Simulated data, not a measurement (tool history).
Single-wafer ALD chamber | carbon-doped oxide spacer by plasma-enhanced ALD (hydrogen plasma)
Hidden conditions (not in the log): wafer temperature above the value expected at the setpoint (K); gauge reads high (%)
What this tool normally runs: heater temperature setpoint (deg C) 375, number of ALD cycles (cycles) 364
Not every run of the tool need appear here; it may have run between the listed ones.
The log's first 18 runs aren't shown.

| run | day | heater temperature setpoint (deg C) | number of ALD cycles (cycles) | wafers since the last listed run | hours since the last thermocouple change | hours since the gauge calibration | read-back reference wafer on the same gauge, thickness_nm | mean film thickness on the monitor wafer (angstrom) |
|---|---|---|---|---|---|---|---|---|
| 19 | 54.658 | 375 | 317 | 71 | 600.6 | 434.0 | 21.079 | 158.36 |
| 20 | 57.546 | 375 | 364 | 51 | 669.9 | 503.3 | 21.079 | 182.06 |
| 21 | 61.033 | 370 | 431 | 62 | 753.6 | 587.0 | 21.095 | 215.37 |
| 22 | 63.779 | 375 | 364 | 48 | 819.5 | 652.9 | 21.114 | 181.84 |
| 23 | 66.875 | 375 | 364 | 55 | 893.8 | 727.2 | 21.107 | 181.80 |
| 24 | 68.679 | 375 | 364 | 32 | 937.1 | 770.5 | 21.113 | 181.47 |
| 25 | 72.838 | 375 | 364 | 74 | 1036.9 | 870.3 | 21.157 | 182.05 |
| 26 | 77.283 | 375 | 294 | 79 | 1143.6 | 977.0 | 21.154 | 147.51 |

Run 27 is up next; what results do you expect?
| 27 | 81.067 | 385 | 327 | 67 | 1234.4 | 1067.8 | ? | ? |

Run 27 came out at read-back reference wafer on the same gauge, thickness_nm 21.161, mean film thickness on the monitor wafer (angstrom) 163.75.
Minus the tool's unlogged condition, the same run would have read mean film thickness on the monitor wafer (angstrom) 162.47.
